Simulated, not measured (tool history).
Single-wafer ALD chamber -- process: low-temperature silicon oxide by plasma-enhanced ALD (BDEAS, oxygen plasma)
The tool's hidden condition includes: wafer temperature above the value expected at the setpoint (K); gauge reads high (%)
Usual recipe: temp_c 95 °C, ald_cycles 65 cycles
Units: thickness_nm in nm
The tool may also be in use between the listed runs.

run   hour  temp_c  ald_cycles  wafers since the last listed run  hours since the last thermocouple change  hours since the gauge calibration  read-back reference wafer on the same gauge, thickness_nm  thickness_nm
  1      0      95          65                                 0                                    1473.7                              190.4                                                      8.497         9.895
  2   22.6      95          65                                76                                    1496.3                                213                                                      8.501         9.967
  3   45.8      95          65                                78                                    1519.5                              236.2                                                      8.502         9.946
  4   68.4      95          55                                76                                    1542.1                              258.8                                                      8.502          8.39
  5   97.7      95          55                                99                                    1571.4                              288.1                                                        8.5         8.433
  6  121.9      95          55                                82                                    1595.6                              312.3                                                      8.494         8.395
  7  141.5     103          55                                66                                    1615.2                              331.9                                                      8.501           8.3
  8  165.1      95          65                                80                                    1638.8                              355.5                                                      8.502         9.989
  9  177.8      95          65                                43                                    1651.5                              368.2                                                      8.502         9.969
 10  202.3      95          65                                83                                      1676                              392.7                                                      8.502         9.961
 11  304.3      95          65                               347                                      1778                              494.7                                                      8.503         9.938
 12    320      95          65                                53                                    1793.7                              510.4                                                        8.5         9.955
 13  345.6      87          65                                87                                    1819.3                                536                                                        8.5        10.288
 14  379.2      87          65                               114                                    1852.9                              569.6                                                        8.5        10.189
 15    397      87          65                                60                                    1870.7                              587.4                                                      8.498        10.222
 16  411.5      95          74                                49                                    1885.2                              601.9                                                      8.497        11.311
 17  428.8      82          58                                58                                    1902.5                              619.2                                                      8.502         9.315
 18  454.2      89          52                                86                                    1927.9                              644.6                                                      8.501         8.157
 19    481      87          53                                91                                    1954.7                              671.4                                                      8.502         8.357
 20  500.6      95          71                                66                                    1974.3                                691                                                      8.506        10.813
 21  522.2      95          65                                73                                    1995.9                              712.6                                                      8.498         9.867
     550.7  -- thermocouple changed; heater temperature recalibrated
 22  551.8      95          65                                73                                       1.1                              742.2                                                      8.499        10.098
 23  573.6      95          76                                74                                      22.9                                764                                                        8.5        11.832
 24  601.4      95          65                                94                                      50.7                              791.8                                                      8.498        10.121
     618.8  -- gauge calibrated
 25  634.2      95          52                               111                                      83.5                               15.4                                                      8.496         8.094
 26  669.6      95          65                               120                                     118.9                               50.8                                                        8.5         10.07
 27  704.6      80          59                               119                                     153.9                               85.8                                                      8.501         9.681
 28  733.4      95          60                                98                                     182.7                              114.6                                                        8.5         9.293
 29  751.1      95          65                                60                                     200.4                              132.3                                                        8.5        10.071
 30  794.9     102          57                               149                                     244.2                              176.1                                                      8.501         8.656
 31  823.2      95          65                                96                                     272.5                              204.4                                                      8.502        10.042
 32  839.2      99          78                                54                                     288.5                              220.4                                                      8.498        11.918
 33  859.9      90          57                                70                                     309.2                              241.1                                                      8.501         9.014

Alternative continuations, all from the tool just after run 33; predict every row:
  A  860.4      95          65                                 1                                     309.7                              241.6                                                          ?             ?
  B  860.4      87          59                                 1                                     309.7                              241.6                                                          ?             ?
  C  860.4     110          65                                 1                                     309.7                              241.6                                                          ?             ?
  D  860.4     104          65                                 1                                     309.7                              241.6                                                          ?             ?
  E  860.4     104          59                                 1                                     309.7                              241.6                                                          ?             ?

run  read-back reference wafer on the same gauge, thickness_nm  thickness_nm
  A                                                      8.499        10.129
  B                                                      8.499         9.493
  C                                                      8.499         9.762
  D                                                      8.499         9.885
  E                                                      8.499         8.973
The same runs, with their run-to-run variation unchanged, on a tool lacking any hidden condition would have given:
run  thickness_nm
  A        10.193
  B         9.552
  C         9.794
  D         9.917
  E         9.002
